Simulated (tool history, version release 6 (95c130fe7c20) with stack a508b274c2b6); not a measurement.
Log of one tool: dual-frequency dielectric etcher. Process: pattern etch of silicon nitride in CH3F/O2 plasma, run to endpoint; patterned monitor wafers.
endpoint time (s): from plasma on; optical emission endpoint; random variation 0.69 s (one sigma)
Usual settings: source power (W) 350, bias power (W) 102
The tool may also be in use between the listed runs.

| run | hour | source power (W) | bias power (W) | incoming incoming film thickness, nm | endpoint time (s) |
|---|---|---|---|---|---|
| 1 | 0 | 350 | 102 | 112.1 | 109.4 |
| 2 | 64.4 | 300 | 102 | 112.3 | 114.4 |
| 3 | 91.8 | 300 | 102 | 112.7 | 114.4 |
| 4 | 132.4 | 350 | 88 | 112.4 | 114.9 |
| 5 | 171.8 | 350 | 102 | 112.4 | 107.5 |
| 6 | 207.5 | 350 | 112 | 112.5 | 103.3 |
| 7 | 245.4 | 350 | 112 | 112 | 102.2 |
| 8 | 272.1 | 350 | 112 | 111.5 | 100.7 |
| 9 | 324.3 | 320 | 102 | 113.6 | 110.5 |
|  | 375.1 | wet clean of the chamber |
| 10 | 375.6 | 350 | 102 | 111.2 | 107.2 |
|  | 432.2 | bias power generator calibrated |
| 11 | 432.7 | 350 | 102 | 112.5 | 108.5 |
|  | 476.3 | upper electrode replaced |
| 12 | 479.3 | 350 | 102 | 112.3 | 108.5 |
| 13 | 544.6 | 350 | 102 | 112.6 | 106.9 |
| 14 | 583.5 | 320 | 124 | 112.1 | 101.4 |
| 15 | 643.7 | 270 | 113 | 112.7 | 111.8 |
| 16 | 667.9 | 350 | 102 | 111.4 | 104.8 |
|  | 721.2 | wet clean of the chamber |
| 17 | 721.7 | 420 | 110 | 113.9 | 100.4 |
| 18 | 728.6 | 300 | 109 | 113.1 | 113.3 |
| 19 | 761.2 | 380 | 84 | 111.5 | 113.8 |
|  | 787 | source power generator calibrated |
| 20 | 831.7 | 350 | 102 | 111.7 | 107 |
| 21 | 885.6 | 400 | 90 | 111.6 | 107.8 |
| 22 | 927.6 | 350 | 102 | 111.9 | 107.1 |
| 23 | 958.3 | 350 | 102 | 112.9 | 106.7 |
| 24 | 1001.7 | 400 | 89 | 111.7 | 106 |

Forecast each of these 5 alternatives for the next run:
| A | 1002.2 | 350 | 123 | 111.7 | ? |
| B | 1002.2 | 270 | 93 | 111.7 | ? |
| C | 1002.2 | 420 | 92 | 111.7 | ? |
| D | 1002.2 | 430 | 102 | 111.7 | ? |
| E | 1002.2 | 430 | 125 | 111.7 | ? |

| run | endpoint time (s) |
|---|---|
| A | 97.7 |
| B | 122 |
| C | 103 |
| D | 97.7 |
| E | 89.7 |
Without the tool's hidden state the same runs would have given:
| run | endpoint time (s) |
|---|---|
| A | 100.8 |
| B | 125.9 |
| C | 106.2 |
| D | 100.8 |
| E | 92.5 |
